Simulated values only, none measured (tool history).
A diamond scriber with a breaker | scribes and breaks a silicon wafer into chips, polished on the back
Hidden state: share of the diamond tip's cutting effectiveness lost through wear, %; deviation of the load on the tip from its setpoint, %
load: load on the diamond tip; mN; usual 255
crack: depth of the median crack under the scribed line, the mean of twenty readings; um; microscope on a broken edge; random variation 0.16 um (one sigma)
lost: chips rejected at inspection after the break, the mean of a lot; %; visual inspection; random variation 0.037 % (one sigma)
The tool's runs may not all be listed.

run,hour,load,wafers since the last listed run,hours since the diamond tip was replaced,hours since the load on the tip was calibrated,"incoming depth of the damage left on the back of the incoming wafer, um",crack,lost
1,0,255,0,548.5,454.1,0.01,9.17,0.86
2,25.9,255,57,574.4,480,0.02,9.24,0.96
3,58.9,255,72,607.4,513,0.02,9.12,0.86
4,71.3,288,27,619.8,525.4,0.05,10.06,2.84
5,88.4,255,37,636.9,542.5,0.04,8.91,1
6,116.6,255,62,665.1,570.7,0.02,9.48,0.89
7,140.9,209,53,689.4,595,0.04,7.99,0.93
8,155.8,209,32,704.3,609.9,0.03,8.29,0.78
9,172.5,255,36,721,626.6,0.01,9.48,1.19
10,200.6,255,61,749.1,654.7,0.04,9.76,1.22
11,222,255,47,770.5,676.1,0.05,9.45,1.17
12,253.7,255,69,802.2,707.8,0.03,9.67,1.13
13,277.7,286,52,826.2,731.8,0.03,10.13,3.21
# hour 289.1: diamond tip replaced by a new one
14,298.3,286,41,9.2,752.4,0.01,10.33,3.35
15,329.6,329,69,40.5,783.7,0.05,10.87,7.77
16,342.9,275,29,53.8,797,0.03,10.1,2.9
17,355.5,255,27,66.4,809.6,0.04,9.29,1.62
18,371.3,212,34,82.2,825.4,0.05,8.26,0.56
19,395,287,52,105.9,849.1,0.01,10.58,3.68
20,421.6,255,58,132.5,875.7,0.04,9.16,1.65
# hour 429.7: load on the tip recalibrated
21,440.8,317,37,151.7,11.1,0.02,9.81,3.08
22,491.1,214,110,202,61.4,0.05,7.62,1.78
23,512.1,255,46,223,82.4,0.04,8.4,0.54
24,528.5,282,36,239.4,98.8,0.03,9.26,1.15
25,548.4,255,43,259.3,118.7,0.05,8.66,0.53
26,578.5,330,66,289.4,148.8,0.04,10.18,3.71
27,605.6,206,59,316.5,175.9,0.05,7.37,2.3
28,620.4,323,32,331.3,190.7,0.04,10.37,4

The tool's hidden state at each run:
share of the diamond tip's cutting effectiveness lost through wear, %: 0 in every run
H1: deviation of the load on the tip from its setpoint, %
run,H1
1,9.37
2,9.77
3,10.3
4,10.5
5,10.7
6,11.2
7,11.6
8,11.8
9,12.1
10,12.5
11,12.8
12,13.3
13,13.7
14,14
15,14.5
16,14.7
17,14.9
18,15.2
19,15.5
20,16
21,0.452
22,1.24
23,1.57
24,1.82
25,2.14
26,2.61
27,3.03
28,3.26
